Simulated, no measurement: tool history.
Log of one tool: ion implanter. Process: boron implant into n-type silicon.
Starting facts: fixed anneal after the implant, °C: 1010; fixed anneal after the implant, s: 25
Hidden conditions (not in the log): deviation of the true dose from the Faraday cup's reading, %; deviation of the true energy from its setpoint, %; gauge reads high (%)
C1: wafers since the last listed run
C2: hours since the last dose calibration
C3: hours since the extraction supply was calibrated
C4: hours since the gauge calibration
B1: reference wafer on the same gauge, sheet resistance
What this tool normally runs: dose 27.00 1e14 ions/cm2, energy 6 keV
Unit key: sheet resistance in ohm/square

Run 1, hour 0.0: usual settings; C1 0; C2 315.1; C3 4372.0; C4 756.1; B1 129.17. Result: sheet resistance 111.84 ohm/square.
Run 2, hour 71.4: usual settings; C1 1134; C2 386.5; C3 4443.4; C4 827.5; B1 129.32. Result: sheet resistance 111.83 ohm/square.
At hour 153.4: Faraday cup replaced and dose calibrated.
Run 3, hour 153.9: usual settings; C1 1183; C2 0.5; C3 4525.9; C4 910.0; B1 129.34. Result: sheet resistance 111.94 ohm/square.
Run 4, hour 214.5: usual settings but dose 22.75 1e14 ions/cm2; C1 962; C2 61.1; C3 4586.5; C4 970.6; B1 129.43. Result: sheet resistance 113.47 ohm/square.
Run 5, hour 308.9: usual settings but dose 22.75 1e14 ions/cm2; C1 1499; C2 155.5; C3 4680.9; C4 1065.0; B1 129.63. Result: sheet resistance 113.69 ohm/square.
Run 6, hour 374.6: usual settings but dose 22.75 1e14 ions/cm2; C1 1043; C2 221.2; C3 4746.6; C4 1130.7; B1 129.71. Result: sheet resistance 113.84 ohm/square.
Run 7, hour 417.3: usual settings; C1 678; C2 263.9; C3 4789.3; C4 1173.4; B1 129.81. Result: sheet resistance 112.24 ohm/square.
Run 8, hour 501.3: usual settings; C1 1334; C2 347.9; C3 4873.3; C4 1257.4; B1 129.98. Result: sheet resistance 112.44 ohm/square.
At hour 551.6: extraction supply calibrated.
Run 9, hour 552.1: usual settings; C1 680; C2 398.7; C3 0.5; C4 1308.2; B1 130.05. Result: sheet resistance 112.42 ohm/square.

Run 10 comes next. What will it give?
Run 10, hour 602.9: usual settings but dose 21.04 1e14 ions/cm2, energy 4 keV; C1 807; C2 449.5; C3 51.3; C4 1359.0; B1 ?. Result: sheet resistance ?.

B1: 130.13
sheet resistance: 134.15 ohm/square
With the hidden condition absent and the run-to-run variation left alone, this run would have shown sheet resistance 132.97 ohm/square.

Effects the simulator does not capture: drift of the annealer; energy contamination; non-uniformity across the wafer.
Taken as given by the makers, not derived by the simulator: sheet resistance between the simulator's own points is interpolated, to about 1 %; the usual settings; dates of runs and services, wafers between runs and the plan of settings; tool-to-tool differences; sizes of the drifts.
